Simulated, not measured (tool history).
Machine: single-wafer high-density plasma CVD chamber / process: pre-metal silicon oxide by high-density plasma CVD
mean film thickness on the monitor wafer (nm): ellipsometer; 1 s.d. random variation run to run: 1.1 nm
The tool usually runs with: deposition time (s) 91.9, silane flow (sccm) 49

run	hour	deposition time (s)	silane flow (sccm)	wafers since the last listed run	hours since the silane flow controller was replaced	hours since the gauge calibration	read-back reference wafer on the same gauge, thickness_nm	mean film thickness on the monitor wafer (nm)
1	0	91.9	49	0	4564.6	95.8	500.869	432.307
2	6.3	91.9	49	97	4570.9	102.1	501.106	431.083
3	24.2	91.9	49	275	4588.8	120	500.953	431.352
4	30.6	91.9	49	98	4595.2	126.4	501.024	431.954
5	58.9	91.9	49	436	4623.5	154.7	501.087	432.057
6	76.2	91.9	49	266	4640.8	172	501.024	430.695
7	92.6	81.2	49	252	4657.2	188.4	500.766	380.176
8	110.4	81.2	49	274	4675	206.2	500.85	381.87
# hour 126.5: silane flow controller replaced
9	127	81.2	49	132	0.5	222.8	500.947	381.402
10	136.3	101.3	41	143	9.8	232.1	500.631	398.237
11	143.3	85.6	39	107	16.8	239.1	500.958	318.788
12	152.1	91.9	49	135	25.6	247.9	501.053	431.318
13	159.6	91.9	44	115	33.1	255.4	500.622	388.447
14	170.3	91.9	52	164	43.8	266.1	501.044	457.589
15	188.2	91.9	53	275	61.7	284	501.074	466.794
# hour 194: gauge calibrated
16	197.8	91.9	49	148	71.3	3.8	500.745	431.192
17	205.2	91.9	49	114	78.7	11.2	501.037	431.099
18	222.9	85.9	56	272	96.4	28.9	500.968	462.662
19	231.3	78.1	57	129	104.8	37.3	500.621	427.993
20	244.7	87	41	206	118.2	50.7	500.828	342.11

5 ways to go on from here, each from the tool as it stands after run 20. What would each give?
A	245.1	99.5	49	6	118.6	51.1	?	?
B	245.1	110.1	49	6	118.6	51.1	?	?
C	245.1	78.9	49	6	118.6	51.1	?	?
D	245.1	83.3	58	6	118.6	51.1	?	?
E	245.1	83.3	42	6	118.6	51.1	?	?

run	read-back reference wafer on the same gauge, thickness_nm	mean film thickness on the monitor wafer (nm)
A	501.142	465.919
B	501.142	515.555
C	501.142	369.458
D	501.142	461.705
E	501.142	334.338
The same runs, with their run-to-run variation unchanged, on a tool lacking any hidden condition would have given:
run	mean film thickness on the monitor wafer (nm)
A	465.919
B	515.555
C	369.458
D	461.705
E	334.338
